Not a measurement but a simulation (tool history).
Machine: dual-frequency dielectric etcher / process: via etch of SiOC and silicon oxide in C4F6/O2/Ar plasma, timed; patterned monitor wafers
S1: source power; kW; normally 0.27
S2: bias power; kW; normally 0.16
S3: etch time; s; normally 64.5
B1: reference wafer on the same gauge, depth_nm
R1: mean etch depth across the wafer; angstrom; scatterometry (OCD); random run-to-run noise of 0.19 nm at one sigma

{"run": 1, "hour": 0.0, "S1": 0.27, "S2": 0.16, "S3": 64.5, "B1": 79.9, "R1": 691}
{"hour": 1.8, "done": "gauge calibrated"}
{"run": 2, "hour": 20.1, "S1": 0.28, "S2": 0.16, "S3": 64.5, "B1": 79.9, "R1": 702}
{"run": 3, "hour": 92.4, "S1": 0.27, "S2": 0.16, "S3": 64.5, "B1": 79.9, "R1": 698}
{"run": 4, "hour": 110.6, "S1": 0.27, "S2": 0.16, "S3": 64.5, "B1": 79.9, "R1": 697}
{"hour": 147.0, "done": "wet clean of the chamber"}
{"hour": 155.5, "done": "upper electrode replaced"}
{"run": 5, "hour": 156.0, "S1": 0.27, "S2": 0.16, "S3": 64.5, "B1": 79.9, "R1": 672}
{"run": 6, "hour": 157.3, "S1": 0.27, "S2": 0.16, "S3": 64.5, "B1": 79.9, "R1": 675}
{"run": 7, "hour": 186.9, "S1": 0.27, "S2": 0.16, "S3": 64.5, "B1": 79.9, "R1": 675}
{"run": 8, "hour": 215.8, "S1": 0.27, "S2": 0.16, "S3": 64.5, "B1": 79.8, "R1": 679}
{"hour": 239.6, "done": "bias power generator calibrated"}
{"run": 9, "hour": 240.1, "S1": 0.27, "S2": 0.16, "S3": 64.5, "B1": 80, "R1": 676}
{"hour": 244.4, "done": "gauge calibrated"}
{"run": 10, "hour": 257.9, "S1": 0.27, "S2": 0.16, "S3": 64.5, "B1": 79.9, "R1": 681}
{"run": 11, "hour": 278.4, "S1": 0.32, "S2": 0.127, "S3": 80.5, "B1": 80, "R1": 835}
{"run": 12, "hour": 310.7, "S1": 0.27, "S2": 0.16, "S3": 80, "B1": 79.9, "R1": 845}
{"run": 13, "hour": 323.6, "S1": 0.33, "S2": 0.188, "S3": 64.5, "B1": 79.9, "R1": 760}
{"hour": 336.7, "done": "source power generator calibrated"}
{"run": 14, "hour": 337.2, "S1": 0.33, "S2": 0.141, "S3": 80, "B1": 79.9, "R1": 860}

Estimate the outcome of run 15 from the log above:
{"run": 15, "hour": 356.7, "S1": 0.22, "S2": 0.17, "S3": 53.5, "B1": "?", "R1": "?"}

B1: 80
R1: 549 angstrom
Had the tool carried no hidden state, the very same run would have given R1 537 angstrom.
